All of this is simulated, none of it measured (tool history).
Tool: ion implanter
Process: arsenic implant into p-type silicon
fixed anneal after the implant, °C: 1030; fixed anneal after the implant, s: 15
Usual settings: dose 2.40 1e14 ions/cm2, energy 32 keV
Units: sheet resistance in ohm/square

run   hour  dose  energy  wafers since the last listed run  hours since the last dose calibration  hours since the extraction supply was calibrated  hours since the gauge calibration  read-back reference wafer on the same gauge, sheet resistance  sheet resistance
  1    0.0  2.40      39                                 0                                 1517.8                                            3915.8                               98.2                                                         354.06            304.00
  2   60.2  2.40      32                              1408                                 1578.0                                            3976.0                              158.4                                                         353.90            312.69
  3  120.2  2.40      32                              1404                                 1638.0                                            4036.0                              218.4                                                         354.00            313.24
  4  145.0  2.40      32                               580                                 1662.8                                            4060.8                              243.2                                                         354.08            313.23
  5  209.7  2.40      32                              1514                                 1727.5                                            4125.5                              307.9                                                         354.04            312.87
  6  241.3  2.40      32                               739                                 1759.1                                            4157.1                              339.5                                                         353.93            312.13
  7  303.9  2.76      32                              1464                                 1821.7                                            4219.7                              402.1                                                         354.08            281.05
     324.4  -- Faraday cup replaced and dose calibrated
  8  354.1  2.76      32                               987                                   29.7                                            4269.9                              452.3                                                         354.08            288.95
  9  390.3  2.12      32                               847                                   65.9                                            4306.1                              488.5                                                         353.97            350.81
     425.4  -- extraction supply calibrated
 10  451.7  2.04      25                              1249                                  127.3                                              26.3                              549.9                                                         353.93            373.85
     487.0  -- gauge calibrated
 11  496.4  2.40      37                              1046                                  172.0                                              71.0                                9.4                                                         354.08            312.33
 12  533.4  2.84      36                               865                                  209.0                                             108.0                               46.4                                                         354.01            276.44
 13  596.1  2.91      43                              1467                                  271.7                                             170.7                              109.1                                                         354.11            264.29
 14  665.6  2.40      32                              1626                                  341.2                                             240.2                              178.6                                                         354.19            318.18
 15  709.2  2.40      32                              1020                                  384.8                                             283.8                              222.2                                                         354.01            317.54
 16  735.2  1.78      23                               608                                  410.8                                             309.8                              248.2                                                         353.87            415.85

Hidden state or all else? Some run-to-run changes of sheet resistance, split into what the settings, what came in and random variation would give without the hidden state, and what is left for the hidden state (with any gauge scatter that isn't in both results):
The hidden state here: deviation of the true dose from the Faraday cup's reading, %; deviation of the true energy from its setpoint, %; gauge reads high (%).
Run 7 -> 8: Faraday cup replaced and dose calibrated. sheet resistance +7.90 ohm/square: hidden state +7.23, all else +0.67.
Run 15 -> 16: dose 2.40 -> 1.78, energy 32 -> 23. sheet resistance +98.31 ohm/square: hidden state -1.36, all else +99.67.
